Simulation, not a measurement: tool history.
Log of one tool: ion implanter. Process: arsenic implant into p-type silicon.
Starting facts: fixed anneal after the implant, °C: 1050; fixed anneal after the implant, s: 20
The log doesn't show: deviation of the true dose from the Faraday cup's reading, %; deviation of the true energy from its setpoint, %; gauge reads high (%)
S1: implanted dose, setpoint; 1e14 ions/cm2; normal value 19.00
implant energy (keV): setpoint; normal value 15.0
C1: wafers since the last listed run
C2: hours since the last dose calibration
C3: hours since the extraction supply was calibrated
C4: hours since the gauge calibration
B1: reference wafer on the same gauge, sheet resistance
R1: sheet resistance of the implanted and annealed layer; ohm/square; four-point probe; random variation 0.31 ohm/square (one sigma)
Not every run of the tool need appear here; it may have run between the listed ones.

run 1 hour=0.0 | S1=19.00 implant_energy_(keV)=16.0 | C1=0 C2=1403.5 C3=4249.8 C4=1228.1 | B1=89.92 | R1=78.43
run 2 hour=72.0 | S1=19.00 implant_energy_(keV)=15.0 | C1=1260 C2=1475.5 C3=4321.8 C4=1300.1 | B1=90.19 | R1=78.75
run 3 hour=119.5 | S1=19.00 implant_energy_(keV)=15.0 | C1=831 C2=1523.0 C3=4369.3 C4=1347.6 | B1=90.30 | R1=79.15
-- hour=265.0 extraction supply calibrated
run 4 hour=287.0 | S1=19.00 implant_energy_(keV)=15.0 | C1=2791 C2=1690.5 C3=22.0 C4=1515.1 | B1=90.31 | R1=79.18
run 5 hour=333.7 | S1=19.00 implant_energy_(keV)=15.0 | C1=817 C2=1737.2 C3=68.7 C4=1561.8 | B1=90.53 | R1=78.97
run 6 hour=393.0 | S1=19.00 implant_energy_(keV)=13.0 | C1=1037 C2=1796.5 C3=128.0 C4=1621.1 | B1=90.72 | R1=80.24
run 7 hour=428.2 | S1=19.00 implant_energy_(keV)=13.0 | C1=616 C2=1831.7 C3=163.2 C4=1656.3 | B1=90.64 | R1=80.42
run 8 hour=453.9 | S1=19.00 implant_energy_(keV)=13.0 | C1=449 C2=1857.4 C3=188.9 C4=1682.0 | B1=90.66 | R1=79.87
run 9 hour=484.7 | S1=19.00 implant_energy_(keV)=11.5 | C1=539 C2=1888.2 C3=219.7 C4=1712.8 | B1=90.73 | R1=81.56
run 10 hour=556.1 | S1=19.00 implant_energy_(keV)=11.5 | C1=1249 C2=1959.6 C3=291.1 C4=1784.2 | B1=90.82 | R1=81.55
run 11 hour=604.3 | S1=19.00 implant_energy_(keV)=15.0 | C1=843 C2=2007.8 C3=339.3 C4=1832.4 | B1=91.05 | R1=79.33
run 12 hour=671.3 | S1=19.00 implant_energy_(keV)=15.0 | C1=1172 C2=2074.8 C3=406.3 C4=1899.4 | B1=90.86 | R1=79.72
run 13 hour=703.6 | S1=19.00 implant_energy_(keV)=15.0 | C1=565 C2=2107.1 C3=438.6 C4=1931.7 | B1=91.09 | R1=79.46
run 14 hour=731.6 | S1=19.00 implant_energy_(keV)=15.0 | C1=490 C2=2135.1 C3=466.6 C4=1959.7 | B1=91.03 | R1=80.17
run 15 hour=765.8 | S1=19.00 implant_energy_(keV)=10.0 | C1=598 C2=2169.3 C3=500.8 C4=1993.9 | B1=91.22 | R1=82.46
run 16 hour=792.3 | S1=15.31 implant_energy_(keV)=15.0 | C1=463 C2=2195.8 C3=527.3 C4=2020.4 | B1=91.27 | R1=86.80
run 17 hour=830.3 | S1=21.25 implant_energy_(keV)=17.5 | C1=665 C2=2233.8 C3=565.3 C4=2058.4 | B1=91.41 | R1=74.96
run 18 hour=867.4 | S1=19.00 implant_energy_(keV)=15.0 | C1=649 C2=2270.9 C3=602.4 C4=2095.5 | B1=91.24 | R1=80.03
run 19 hour=925.5 | S1=16.12 implant_energy_(keV)=18.5 | C1=1016 C2=2329.0 C3=660.5 C4=2153.6 | B1=91.59 | R1=83.62
run 20 hour=961.3 | S1=17.00 implant_energy_(keV)=11.5 | C1=626 C2=2364.8 C3=696.3 C4=2189.4 | B1=91.62 | R1=85.52
-- hour=985.8 Faraday cup replaced and dose calibrated
run 21 hour=1010.4 | S1=19.00 implant_energy_(keV)=20.0 | C1=719 C2=24.6 C3=745.4 C4=2238.5 | B1=91.68 | R1=76.27
run 22 hour=1057.3 | S1=19.00 implant_energy_(keV)=15.0 | C1=820 C2=71.5 C3=792.3 C4=2285.4 | B1=91.51 | R1=80.12
-- hour=1076.0 gauge calibrated
run 23 hour=1088.2 | S1=22.81 implant_energy_(keV)=15.0 | C1=540 C2=102.4 C3=823.2 C4=12.2 | B1=89.09 | R1=72.73
run 24 hour=1119.6 | S1=19.00 implant_energy_(keV)=15.0 | C1=549 C2=133.8 C3=854.6 C4=43.6 | B1=89.18 | R1=78.04
run 25 hour=1178.8 | S1=22.32 implant_energy_(keV)=10.0 | C1=1036 C2=193.0 C3=913.8 C4=102.8 | B1=89.01 | R1=76.73
run 26 hour=1229.3 | S1=19.00 implant_energy_(keV)=15.0 | C1=883 C2=243.5 C3=964.3 C4=153.3 | B1=88.89 | R1=77.70
run 27 hour=1284.2 | S1=19.00 implant_energy_(keV)=15.0 | C1=960 C2=298.4 C3=1019.2 C4=208.2 | B1=89.07 | R1=78.29
run 28 hour=1330.7 | S1=19.00 implant_energy_(keV)=11.5 | C1=813 C2=344.9 C3=1065.7 C4=254.7 | B1=88.98 | R1=79.83
run 29 hour=1354.8 | S1=19.00 implant_energy_(keV)=15.0 | C1=421 C2=369.0 C3=1089.8 C4=278.8 | B1=89.05 | R1=77.57
run 30 hour=1384.8 | S1=17.25 implant_energy_(keV)=15.0 | C1=525 C2=399.0 C3=1119.8 C4=308.8 | B1=89.14 | R1=80.90
run 31 hour=1441.5 | S1=17.39 implant_energy_(keV)=13.5 | C1=992 C2=455.7 C3=1176.5 C4=365.5 | B1=89.26 | R1=81.66
run 32 hour=1545.7 | S1=19.00 implant_energy_(keV)=15.0 | C1=1823 C2=559.9 C3=1280.7 C4=469.7 | B1=88.94 | R1=77.86
run 33 hour=1607.6 | S1=23.62 implant_energy_(keV)=17.5 | C1=1083 C2=621.8 C3=1342.6 C4=531.6 | B1=89.27 | R1=71.32
run 34 hour=1637.8 | S1=22.67 implant_energy_(keV)=12.0 | C1=528 C2=652.0 C3=1372.8 C4=561.8 | B1=89.06 | R1=75.25
run 35 hour=1691.0 | S1=15.71 implant_energy_(keV)=10.0 | C1=931 C2=705.2 C3=1426.0 C4=615.0 | B1=89.19 | R1=86.47
run 36 hour=1779.4 | S1=14.00 implant_energy_(keV)=19.5 | C1=1547 C2=793.6 C3=1514.4 C4=703.4 | B1=89.38 | R1=86.72
run 37 hour=1832.2 | S1=19.00 implant_energy_(keV)=15.0 | C1=924 C2=846.4 C3=1567.2 C4=756.2 | B1=89.35 | R1=78.23
run 38 hour=1870.5 | S1=14.92 implant_energy_(keV)=11.5 | C1=670 C2=884.7 C3=1605.5 C4=794.5 | B1=89.34 | R1=87.51

Branching from run 38: 3 alternative next runs. What would each branch give?
run A hour=1870.9 | S1=19.00 implant_energy_(keV)=15.0 | C1=7 C2=885.1 C3=1605.9 C4=794.9 | B1=? | R1=?
run B hour=1870.9 | S1=14.04 implant_energy_(keV)=10.5 | C1=7 C2=885.1 C3=1605.9 C4=794.9 | B1=? | R1=?
run C hour=1870.9 | S1=21.56 implant_energy_(keV)=13.0 | C1=7 C2=885.1 C3=1605.9 C4=794.9 | B1=? | R1=?

run=A B1=89.26 R1=77.83
run=B B1=89.26 R1=90.86
run=C B1=89.26 R1=75.64
Without the tool's unlogged condition, the same runs would have read:
run=A R1=77.80
run=B R1=90.83
run=C R1=75.61
